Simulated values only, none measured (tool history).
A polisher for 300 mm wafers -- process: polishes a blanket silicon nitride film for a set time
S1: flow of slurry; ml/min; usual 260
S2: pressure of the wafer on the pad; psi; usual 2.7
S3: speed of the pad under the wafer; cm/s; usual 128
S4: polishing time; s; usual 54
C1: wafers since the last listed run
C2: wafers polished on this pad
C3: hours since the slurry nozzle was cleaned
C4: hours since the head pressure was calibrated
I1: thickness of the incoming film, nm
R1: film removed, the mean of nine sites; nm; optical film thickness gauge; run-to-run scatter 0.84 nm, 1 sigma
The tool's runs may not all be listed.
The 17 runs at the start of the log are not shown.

run,hour,S1,S2,S3,S4,C1,C2,C3,C4,I1,R1
18,1594.8,260,2.7,128,54,391,1869,623.5,922.7,877.6,72.4
# hour 1732.9: head pressure recalibrated
# hour 1759: slurry nozzle cleaned
19,1783.1,260,2.7,128,40,1989,3859,24.1,50.2,861.8,61.2
20,1836.2,230,2.7,128,54,570,4429,77.2,103.3,867.4,82.1
21,1878.6,325,2.1,146,65,455,4884,119.6,145.7,875.6,92
22,2034.5,260,2.7,128,54,1673,6557,275.5,301.6,891.2,80.1
23,2071.1,260,2.7,128,54,392,6950,312.1,338.2,883.3,80.3
24,2111.9,225,2.7,106,65,438,7388,352.9,379,880.7,79.6
# hour 2131.2: worn pad replaced by a new one
25,2208.3,260,2.7,128,40,991,828,449.3,475.4,883.2,59.1
26,2312,315,2.7,128,36,1113,1941,553,579.1,883.9,53.9
27,2357.1,230,2.5,158,54,484,2425,598.1,624.2,883.5,83.8
28,2439.7,260,2.7,128,69,886,3312,680.7,706.8,893.2,96.7
# hour 2495.7: slurry nozzle cleaned
29,2527.3,260,2.7,128,54,929,4241,31.6,794.4,867.7,78.4
30,2569.6,260,3.3,90,73,454,4695,73.9,836.7,893.6,92.6
31,2647.3,260,2.7,128,54,834,5530,151.6,914.4,880.4,76.4
# hour 2660.7: head pressure recalibrated
32,2740.9,230,2.7,128,42,983,6513,245.2,80.2,866.3,62.3
33,2781,340,3.4,148,39,430,6943,285.3,120.3,883.1,80.7
34,2880.2,260,3,142,70,1064,8008,384.5,219.5,886,121.5
# hour 2961.1: worn pad replaced by a new one
35,2977.6,285,2.1,128,49,1002,177,481.9,316.9,886.8,60.6
36,3198.9,260,3.2,116,54,2375,2552,703.2,538.2,880.3,80.6
37,3277.6,185,2.3,104,63,844,3397,781.9,616.9,886.1,59.3
# hour 3303.8: slurry nozzle cleaned
38,3363.5,260,3.1,128,54,911,4309,59.7,702.8,875.5,87.1

Forecast each of these 3 alternatives for the next run:
A,3363.9,210,2.7,128,54,4,4313,60.1,703.2,877.5,?
B,3363.9,325,1.8,150,54,4,4313,60.1,703.2,877.5,?
C,3363.9,225,3.4,128,68,4,4313,60.1,703.2,877.5,?

run,R1
A,77
B,67.5
C,117.8
Without the tool's hidden state the same runs would have given:
run,R1
A,80.4
B,70.4
C,123.1

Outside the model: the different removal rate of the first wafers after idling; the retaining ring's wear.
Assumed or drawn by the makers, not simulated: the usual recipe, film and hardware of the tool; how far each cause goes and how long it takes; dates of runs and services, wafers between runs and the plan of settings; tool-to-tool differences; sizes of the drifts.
